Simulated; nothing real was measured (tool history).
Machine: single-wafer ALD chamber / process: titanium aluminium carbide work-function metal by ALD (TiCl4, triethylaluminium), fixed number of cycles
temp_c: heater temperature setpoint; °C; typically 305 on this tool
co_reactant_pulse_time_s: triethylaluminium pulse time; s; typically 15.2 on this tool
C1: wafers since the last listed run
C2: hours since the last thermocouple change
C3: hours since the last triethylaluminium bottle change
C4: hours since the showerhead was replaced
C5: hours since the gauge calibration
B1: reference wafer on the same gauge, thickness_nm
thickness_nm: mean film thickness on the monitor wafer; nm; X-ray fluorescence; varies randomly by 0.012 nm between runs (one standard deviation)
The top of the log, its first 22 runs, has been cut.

{"hour": 1252.7, "done": "gauge calibrated"}
{"run": 23, "hour": 1263.5, "temp_c": 295, "co_reactant_pulse_time_s": 17.89, "C1": 265, "C2": 807.7, "C3": 247.6, "C4": 768, "C5": 10.8, "B1": 2.447, "thickness_nm": 2.016}
{"run": 24, "hour": 1309.6, "temp_c": 317, "co_reactant_pulse_time_s": 12.95, "C1": 297, "C2": 853.8, "C3": 293.7, "C4": 814.1, "C5": 56.9, "B1": 2.452, "thickness_nm": 2.23}
{"run": 25, "hour": 1352.0, "temp_c": 305, "co_reactant_pulse_time_s": 15.2, "C1": 273, "C2": 896.2, "C3": 336.1, "C4": 856.5, "C5": 99.3, "B1": 2.452, "thickness_nm": 2.109}
{"run": 26, "hour": 1402.8, "temp_c": 315, "co_reactant_pulse_time_s": 12.31, "C1": 327, "C2": 947, "C3": 386.9, "C4": 907.3, "C5": 150.1, "B1": 2.451, "thickness_nm": 2.212}
{"run": 27, "hour": 1451.5, "temp_c": 305, "co_reactant_pulse_time_s": 15.2, "C1": 314, "C2": 995.7, "C3": 435.6, "C4": 956, "C5": 198.8, "B1": 2.45, "thickness_nm": 2.107}
{"run": 28, "hour": 1490.7, "temp_c": 300, "co_reactant_pulse_time_s": 11.07, "C1": 252, "C2": 1034.9, "C3": 474.8, "C4": 995.2, "C5": 238, "B1": 2.449, "thickness_nm": 2.061}
{"hour": 1542.8, "done": "triethylaluminium bottle replaced"}
{"run": 29, "hour": 1555.1, "temp_c": 295, "co_reactant_pulse_time_s": 11.59, "C1": 363, "C2": 1099.3, "C3": 12.3, "C4": 1059.6, "C5": 302.4, "B1": 2.453, "thickness_nm": 2.018}
{"run": 30, "hour": 1587.1, "temp_c": 314, "co_reactant_pulse_time_s": 15.2, "C1": 206, "C2": 1131.3, "C3": 44.3, "C4": 1091.6, "C5": 334.4, "B1": 2.45, "thickness_nm": 2.233}
{"run": 31, "hour": 1639.1, "temp_c": 319, "co_reactant_pulse_time_s": 21.21, "C1": 335, "C2": 1183.3, "C3": 96.3, "C4": 1143.6, "C5": 386.4, "B1": 2.448, "thickness_nm": 2.27}
{"run": 32, "hour": 1698.7, "temp_c": 293, "co_reactant_pulse_time_s": 11.04, "C1": 384, "C2": 1242.9, "C3": 155.9, "C4": 1203.2, "C5": 446, "B1": 2.45, "thickness_nm": 1.995}
{"run": 33, "hour": 1736.6, "temp_c": 305, "co_reactant_pulse_time_s": 15.2, "C1": 244, "C2": 1280.8, "C3": 193.8, "C4": 1241.1, "C5": 483.9, "B1": 2.45, "thickness_nm": 2.136}
{"run": 34, "hour": 1798.9, "temp_c": 317, "co_reactant_pulse_time_s": 13.06, "C1": 401, "C2": 1343.1, "C3": 256.1, "C4": 1303.4, "C5": 546.2, "B1": 2.447, "thickness_nm": 2.242}

Branching from run 34: 3 alternative next runs. What would each branch give?
{"run": "A", "hour": 1799.3, "temp_c": 305, "co_reactant_pulse_time_s": 15.2, "C1": 2, "C2": 1343.5, "C3": 256.5, "C4": 1303.8, "C5": 546.6, "B1": "?", "thickness_nm": "?"}
{"run": "B", "hour": 1799.3, "temp_c": 316, "co_reactant_pulse_time_s": 21.12, "C1": 2, "C2": 1343.5, "C3": 256.5, "C4": 1303.8, "C5": 546.6, "B1": "?", "thickness_nm": "?"}
{"run": "C", "hour": 1799.3, "temp_c": 297, "co_reactant_pulse_time_s": 18.96, "C1": 2, "C2": 1343.5, "C3": 256.5, "C4": 1303.8, "C5": 546.6, "B1": "?", "thickness_nm": "?"}

run=A B1=2.451 thickness_nm=2.156
run=B B1=2.451 thickness_nm=2.28
run=C B1=2.451 thickness_nm=2.08
The same runs, with their run-to-run variation unchanged, on a tool lacking any hidden condition would have given:
run=A thickness_nm=2.132
run=B thickness_nm=2.256
run=C thickness_nm=2.056
